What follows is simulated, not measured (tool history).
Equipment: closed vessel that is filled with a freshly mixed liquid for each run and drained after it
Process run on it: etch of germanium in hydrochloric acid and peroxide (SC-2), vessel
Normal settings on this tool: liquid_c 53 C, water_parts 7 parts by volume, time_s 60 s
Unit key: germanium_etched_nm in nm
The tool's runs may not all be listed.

run   hour  liquid_c  water_parts  time_s  wafers since the last listed run  hours since the thermometer was replaced  hours since the chemicals flow meter was replaced  hours since the drum of peroxide was connected  hours since the gauge calibration  read-back film thickness of the germanium reference wafer, read on the same gauge (nm)  germanium_etched_nm
  1      0        53            7      60                                 0                                      3191                                             1228.3                                           382.7                              131.4                                                                                  120.49               204.69
  2    8.8        53            7      60                               664                                    3199.8                                             1237.1                                           391.5                              140.2                                                                                  120.52                  204
  3   21.3        53            7      60                               943                                    3212.3                                             1249.6                                             404                              152.7                                                                                  120.63               204.16
  4   36.9        53            7      60                              1177                                    3227.9                                             1265.2                                           419.6                              168.3                                                                                   120.7               204.63
  5   51.5        53            7      60                              1101                                    3242.5                                             1279.8                                           434.2                              182.9                                                                                  120.76               204.52
  6   57.7        53            7      60                               467                                    3248.7                                               1286                                           440.4                              189.1                                                                                  120.82               204.34
  7   67.7        53            7      60                               754                                    3258.7                                               1296                                           450.4                              199.1                                                                                  120.83               204.91
  8   82.9        53            7      60                              1147                                    3273.9                                             1311.2                                           465.6                              214.3                                                                                  120.86                204.6
  9   98.4        53            7      60                              1169                                    3289.4                                             1326.7                                           481.1                              229.8                                                                                  120.97               205.25
     105.6  -- new drum of peroxide connected
 10  106.1        53            7      60                               505                                    3297.1                                             1334.4                                             0.5                              237.5                                                                                     121               205.22
     110.9  -- gauge calibrated
 11  115.8        53            6      60                               732                                    3306.8                                             1344.1                                            10.2                                4.9                                                                                  120.13               205.45
 12  123.7        57            4      50                               596                                    3314.7                                               1352                                            18.1                               12.8                                                                                  120.21               195.93
 13    132        53            7      60                               626                                      3323                                             1360.3                                            26.4                               21.1                                                                                  120.23               203.72
     142.1  -- chemicals flow meter replaced
 14    147        53            7      60                              1056                                      3338                                                4.9                                            41.4                               36.1                                                                                  120.32               203.72
     151.3  -- thermometer replaced
 15  161.1        53            7      60                               988                                       9.8                                                 19                                            55.5                               50.2                                                                                  120.28               204.29
 16  173.8        53            7      60                               958                                      22.5                                               31.7                                            68.2                               62.9                                                                                  120.38               203.89
 17  189.5        56            7      60                              1184                                      38.2                                               47.4                                            83.9                               78.6                                                                                   120.5               224.04
 18  196.8      43.5            7      75                               550                                      45.5                                               54.7                                            91.2                               85.9                                                                                  120.55               187.58
 19  204.3      47.5            8      45                               566                                        53                                               62.2                                            98.7                               93.4                                                                                  120.53               127.91
 20  215.2      48.5          8.5      45                               822                                      63.9                                               73.1                                           109.6                              104.3                                                                                  120.59               131.26

Here are 5 independent what-if runs from the current tool condition. What would each one return?
  A  215.9        53            7      90                                52                                      64.6                                               73.8                                           110.3                                105                                                                                       ?                    ?
  B  215.9      43.5            7      60                                52                                      64.6                                               73.8                                           110.3                                105                                                                                       ?                    ?
  C  215.9        53            8      30                                52                                      64.6                                               73.8                                           110.3                                105                                                                                       ?                    ?
  D  215.9        53            5      75                                52                                      64.6                                               73.8                                           110.3                                105                                                                                       ?                    ?
  E  215.9        61           10      60                                52                                      64.6                                               73.8                                           110.3                                105                                                                                       ?                    ?

run  read-back film thickness of the germanium reference wafer, read on the same gauge (nm)  germanium_etched_nm
  A                                                                                  120.63                307.2
  B                                                                                  120.63               150.73
  C                                                                                  120.63               101.52
  D                                                                                  120.63               259.58
  E                                                                                  120.63               253.27
With no hidden state in the tool, these same runs would have given:
run  germanium_etched_nm
  A               305.67
  B               149.97
  C               101.02
  D               258.28
  E                  252

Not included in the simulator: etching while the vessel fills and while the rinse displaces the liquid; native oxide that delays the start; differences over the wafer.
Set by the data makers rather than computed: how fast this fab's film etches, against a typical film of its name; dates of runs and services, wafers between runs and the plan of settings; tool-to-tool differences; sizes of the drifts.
